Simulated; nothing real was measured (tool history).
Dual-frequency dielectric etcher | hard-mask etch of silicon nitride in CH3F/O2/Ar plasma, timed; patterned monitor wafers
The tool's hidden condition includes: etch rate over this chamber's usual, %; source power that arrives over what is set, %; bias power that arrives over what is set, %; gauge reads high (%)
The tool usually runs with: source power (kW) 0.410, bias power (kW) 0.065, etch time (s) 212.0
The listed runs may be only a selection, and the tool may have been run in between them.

run	hour	source power (kW)	bias power (kW)	etch time (s)	wafers since the last listed run	hours since the last wet clean	hours since the last source power generator calibration	hours since the last bias power generator calibration	hours since the last upper electrode change	hours since the gauge calibration	read-back reference wafer on the same gauge, depth_nm	mean etch depth across the wafer (angstrom)
1	0.0	0.410	0.065	174.5	0	688.0	1494.6	2686.7	2247.5	2530.2	175.1	1156
# hour 24.1: wet clean of the chamber
# hour 201.0: gauge calibrated
2	261.8	0.410	0.065	212.0	1528	237.7	1756.4	2948.5	2509.3	60.8	174.7	1461
3	328.3	0.410	0.065	212.0	427	304.2	1822.9	3015.0	2575.8	127.3	175.1	1423
4	421.4	0.410	0.065	212.0	598	397.3	1916.0	3108.1	2668.9	220.4	175.2	1431
5	485.5	0.410	0.065	212.0	412	461.4	1980.1	3172.2	2733.0	284.5	174.7	1431
6	535.2	0.410	0.065	212.0	319	511.1	2029.8	3221.9	2782.7	334.2	175.1	1424
# hour 587.8: wet clean of the chamber
7	588.3	0.410	0.065	212.0	187	0.5	2082.9	3275.0	2835.8	387.3	175.0	1485
8	681.2	0.410	0.065	212.0	597	93.4	2175.8	3367.9	2928.7	480.2	175.1	1469
9	755.4	0.330	0.065	189.0	476	167.6	2250.0	3442.1	3002.9	554.4	174.6	1198
# hour 787.7: upper electrode replaced, of another model than before
10	822.1	0.410	0.057	160.5	274	234.3	2316.7	3508.8	34.4	621.1	175.0	1063
11	884.4	0.500	0.076	176.5	400	296.6	2379.0	3571.1	96.7	683.4	175.5	1302
12	946.4	0.410	0.075	212.0	398	358.6	2441.0	3633.1	158.7	745.4	175.2	1479
13	984.9	0.410	0.065	166.5	247	397.1	2479.5	3671.6	197.2	783.9	174.7	1128
14	1034.9	0.410	0.059	264.5	321	447.1	2529.5	3721.6	247.2	833.9	175.1	1750
# hour 1064.1: source power generator calibrated
15	1096.4	0.450	0.054	166.0	369	508.6	32.3	3783.1	308.7	895.4	175.3	1090
16	1141.0	0.410	0.065	212.0	286	553.2	76.9	3827.7	353.3	940.0	175.0	1429
# hour 1211.0: wet clean of the chamber
17	1236.1	0.370	0.075	178.0	456	25.1	172.0	3922.8	448.4	1035.1	174.8	1259
# hour 1254.1: bias power generator calibrated
18	1280.3	0.330	0.065	189.0	258	69.3	216.2	26.2	492.6	1079.3	175.0	1252
19	1328.9	0.500	0.060	247.0	312	117.9	264.8	74.8	541.2	1127.9	175.0	1790
20	1420.4	0.410	0.072	165.0	588	209.4	356.3	166.3	632.7	1219.4	174.8	1166
21	1492.7	0.490	0.065	270.5	464	281.7	428.6	238.6	705.0	1291.7	174.6	1954
22	1569.1	0.410	0.054	212.0	491	358.1	505.0	315.0	781.4	1368.1	174.5	1372
23	1620.2	0.490	0.065	212.0	328	409.2	556.1	366.1	832.5	1419.2	175.4	1505
24	1723.3	0.410	0.057	160.5	662	512.3	659.2	469.2	935.6	1522.3	175.0	1043
25	1800.8	0.410	0.065	212.0	498	589.8	736.7	546.7	1013.1	1599.8	175.0	1424
26	1885.8	0.440	0.072	235.5	546	674.8	821.7	631.7	1098.1	1684.8	175.1	1640
# hour 1925.6: wet clean of the chamber
27	1947.8	0.410	0.065	212.0	244	22.2	883.7	693.7	1160.1	1746.8	174.8	1493
28	2049.0	0.510	0.069	212.0	650	123.4	984.9	794.9	1261.3	1848.0	175.0	1569

Each row is a separate what-if for the run after 28, all from the same tool condition, not one after another. Results?
A	2049.5	0.410	0.065	212.0	3	123.9	985.4	795.4	1261.8	1848.5	?	?
B	2049.5	0.490	0.072	163.0	3	123.9	985.4	795.4	1261.8	1848.5	?	?
C	2049.5	0.410	0.055	212.0	3	123.9	985.4	795.4	1261.8	1848.5	?	?
D	2049.5	0.460	0.065	212.0	3	123.9	985.4	795.4	1261.8	1848.5	?	?
E	2049.5	0.460	0.061	178.5	3	123.9	985.4	795.4	1261.8	1848.5	?	?

run	read-back reference wafer on the same gauge, depth_nm	mean etch depth across the wafer (angstrom)
A	175.0	1468
B	175.0	1207
C	175.0	1416
D	175.0	1509
E	175.0	1253
The same runs, with their run-to-run variation unchanged, on a tool lacking any hidden condition would have given:
run	mean etch depth across the wafer (angstrom)
A	1485
B	1220
C	1432
D	1526
E	1267

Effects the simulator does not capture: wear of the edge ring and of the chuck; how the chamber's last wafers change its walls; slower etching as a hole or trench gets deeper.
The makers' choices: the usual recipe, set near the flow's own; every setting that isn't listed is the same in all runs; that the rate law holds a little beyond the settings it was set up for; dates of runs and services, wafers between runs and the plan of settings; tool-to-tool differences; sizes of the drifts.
